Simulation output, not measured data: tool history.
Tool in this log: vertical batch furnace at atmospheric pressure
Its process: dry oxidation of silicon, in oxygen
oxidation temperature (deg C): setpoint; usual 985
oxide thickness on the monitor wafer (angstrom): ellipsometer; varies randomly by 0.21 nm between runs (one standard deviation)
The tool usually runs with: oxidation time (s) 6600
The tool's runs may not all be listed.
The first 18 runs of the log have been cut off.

run	hour	oxidation temperature (deg C)	oxidation time (s)	read-back reference wafer on the same gauge, thickness	oxide thickness on the monitor wafer (angstrom)
19	360	970	6600	83.45	824.3
20	381.9	985	6600	83.4	920.8
# hour 413.4: thermocouples replaced and temperature profile calibrated
21	413.9	985	6600	83.43	919.3
22	420.2	969	6600	83.37	817.2
23	428.7	985	6600	83.41	917.7
24	437.8	985	6600	83.39	919
25	449.6	985	6600	83.43	919
26	476.3	985	6600	83.45	920.3
27	492.6	985	7980	83.38	1037.7
28	519.3	974	4320	83.38	638.5
29	541.1	965	5760	83.37	722.1
30	561.5	977	3870	83.41	607.2
31	578.6	1008	3690	83.46	742.6
32	591.9	985	6600	83.33	915.1
33	610.4	1008	9570	83.42	1366.9
34	630.5	985	6600	83.45	918.6
35	655.5	968	6600	83.42	811
36	678.2	985	4560	83.37	720.1
37	694.1	976	9690	83.44	1106.2

For run 38, what comes out?
38	710.1	1005	5700	?	?

Run 38 produced read-back reference wafer on the same gauge, thickness 83.41, oxide thickness on the monitor wafer (angstrom) 968.3.
Without the tool's hidden state the same run would have given oxide thickness on the monitor wafer (angstrom) 968.3.
